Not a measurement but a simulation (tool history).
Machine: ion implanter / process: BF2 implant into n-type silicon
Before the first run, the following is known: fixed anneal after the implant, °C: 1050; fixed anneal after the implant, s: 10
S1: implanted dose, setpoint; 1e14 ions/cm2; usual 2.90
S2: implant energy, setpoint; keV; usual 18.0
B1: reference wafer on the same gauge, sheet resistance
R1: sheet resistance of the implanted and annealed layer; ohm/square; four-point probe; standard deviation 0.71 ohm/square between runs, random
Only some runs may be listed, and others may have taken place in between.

run,hour,S1,S2,B1,R1
1,0.0,2.90,18.0,359.94,422.90
2,18.5,2.90,18.0,359.98,420.93
3,32.2,2.90,18.0,360.01,422.19
4,59.5,2.90,18.0,360.08,421.49
5,82.8,2.90,18.0,359.97,421.72
6,115.0,2.90,13.0,359.91,436.59
7,139.6,2.90,13.0,360.08,420.89
8,156.8,2.90,13.0,359.99,421.72
9,178.6,2.90,18.0,359.96,408.41
10,194.8,2.05,22.5,359.89,536.04
11,228.1,2.90,18.0,360.17,408.75
12,311.1,2.90,13.0,359.94,424.86
13,358.9,3.62,18.0,359.97,341.40
14,386.5,2.90,15.0,360.08,419.69
15,410.3,3.33,22.0,360.10,358.73
16,429.9,2.05,18.0,359.99,555.16

Between the runs listed above, the log contained 4 entries, not reproduced here. Where in the sequence does each belong, and how does what the log doesn't record of the tool's condition differ from the listed run before to the listed run after?
Run 3 -> run 4: gauge calibrated (hour 53.3)
  deviation of the true dose from the Faraday cup's reading, %: -4.78 -> -4.8
  measured less the result without the state, R1: +17.28 -> +17.31 ohm/square
Run 6 -> run 7: Faraday cup replaced and dose calibrated (hour 129.0); extraction supply calibrated (hour 139.1)
  deviation of the true dose from the Faraday cup's reading, %: -4.83 -> -0.625
  measured less the result without the state, R1: +17.57 -> +2.17 ohm/square
Run 11 -> run 12: gauge calibrated (hour 302.6)
  deviation of the true dose from the Faraday cup's reading, %: -1.23 -> -1.74
  measured less the result without the state, R1: +4.30 -> +6.11 ohm/square
